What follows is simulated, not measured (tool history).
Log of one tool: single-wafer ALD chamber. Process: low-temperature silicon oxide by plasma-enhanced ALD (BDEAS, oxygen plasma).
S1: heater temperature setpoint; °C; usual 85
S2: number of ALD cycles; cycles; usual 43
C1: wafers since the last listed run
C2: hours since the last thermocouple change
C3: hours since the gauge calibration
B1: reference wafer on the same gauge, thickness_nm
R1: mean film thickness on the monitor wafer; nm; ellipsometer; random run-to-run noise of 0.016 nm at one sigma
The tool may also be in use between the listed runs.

run     day  S1  S2   C1      C2     C3     B1     R1
  1   0.000  94  39    0  1816.0  122.0  6.806  5.874
  2   1.383  94  39  159  1849.2  155.2  6.799  5.852
  3   1.892  85  43   58  1861.4  167.4  6.803  6.701
  4   2.779  85  43  102  1882.7  188.7  6.801  6.719
  5   4.117  85  43  154  1914.8  220.8  6.806  6.724
  6   5.312  85  43  137  1943.5  249.5  6.802  6.704
  7   5.996  85  43   78  1959.9  265.9  6.799  6.680
  8   7.050  74  43  121  1985.2  291.2  6.797  6.985
  9   8.275  85  43  141  2014.6  320.6  6.801  6.722
 10   8.900  81  39   72  2029.6  335.6  6.801  6.199
 11  10.129  81  39  141  2059.1  365.1  6.795  6.156
 12  11.150  93  43  117  2083.6  389.6  6.801  6.511
 13  11.738  93  43   67  2097.7  403.7  6.799  6.514
 14  12.812  85  43  124  2123.5  429.5  6.795  6.703
 15  13.754  85  43  108  2146.1  452.1  6.800  6.721
 16  14.892  85  43  131  2173.4  479.4  6.803  6.721
 17  15.588  78  43   80  2190.1  496.1  6.796  6.902
 18  16.567  85  43  112  2213.6  519.6  6.795  6.743
 19  17.162  85  43   68  2227.9  533.9  6.804  6.725
 20  18.254  85  46  125  2254.1  560.1  6.806  7.187
 21  19.300  85  46  120  2279.2  585.2  6.805  7.200
 22  20.417  85  43  128  2306.0  612.0  6.802  6.747
 23  21.742  85  43  152  2337.8  643.8  6.803  6.742
 24  22.642  85  48  103  2359.4  665.4  6.799  7.551
 25  23.279  97  46   73  2374.7  680.7  6.798  6.875
 26  24.688  85  43  162  2408.5  714.5  6.800  6.720
 27  25.688  95  50  115  2432.5  738.5  6.801  7.561
     26.912  -- gauge calibrated
 28  27.038  71  43  155  2464.9    3.0  6.797  7.120
 29  27.679  85  43   74  2480.3   18.4  6.799  6.739
 30  28.588  94  43  104  2502.1   40.2  6.803  6.516
 31  30.062  85  43  170  2537.5   75.6  6.797  6.720
 32  33.300  85  43  373  2615.2  153.3  6.803  6.716
     34.183  -- thermocouple changed; heater temperature recalibrated
 33  34.204  78  51   65     0.5  175.0  6.794  7.965
 34  35.175  90  40  111    23.8  198.3  6.801  5.995
 35  36.317  73  47  131    51.2  225.7  6.795  7.533
 36  37.642  94  48  152    83.0  257.5  6.795  7.062
 37  39.038  85  43  161   116.5  291.0  6.802  6.597
 38  40.350  85  43  151   148.0  322.5  6.802  6.555
 39  40.858  85  43   58   160.2  334.7  6.804  6.546
 40  41.917  93  43  122   185.6  360.1  6.806  6.370
 41  42.758  85  49   97   205.8  380.3  6.805  7.514
 42  43.658  95  43  103   227.4  401.9  6.802  6.330
 43  44.979  89  46  152   259.1  433.6  6.804  6.922
 44  46.058  95  46  124   285.0  459.5  6.801  6.763
 45  47.196  85  43  131   312.3  486.8  6.802  6.560
 46  47.704  75  48   58   324.5  499.0  6.799  7.636
 47  48.779  72  48  124   350.3  524.8  6.797  7.715
 48  49.821  85  43  120   375.3  549.8  6.801  6.572

3 ways to go on from here, each from the tool as it stands after run 48. What would each give?
  A  49.842  85  43   2  375.8  550.3   ?   ?
  B  49.842  85  47   2  375.8  550.3   ?   ?
  C  49.842  85  37   2  375.8  550.3   ?   ?

run     B1     R1
  A  6.798  6.578
  B  6.798  7.190
  C  6.798  5.660
Without the tool's hidden state the same runs would have given:
run     R1
  A  6.552
  B  7.161
  C  5.638

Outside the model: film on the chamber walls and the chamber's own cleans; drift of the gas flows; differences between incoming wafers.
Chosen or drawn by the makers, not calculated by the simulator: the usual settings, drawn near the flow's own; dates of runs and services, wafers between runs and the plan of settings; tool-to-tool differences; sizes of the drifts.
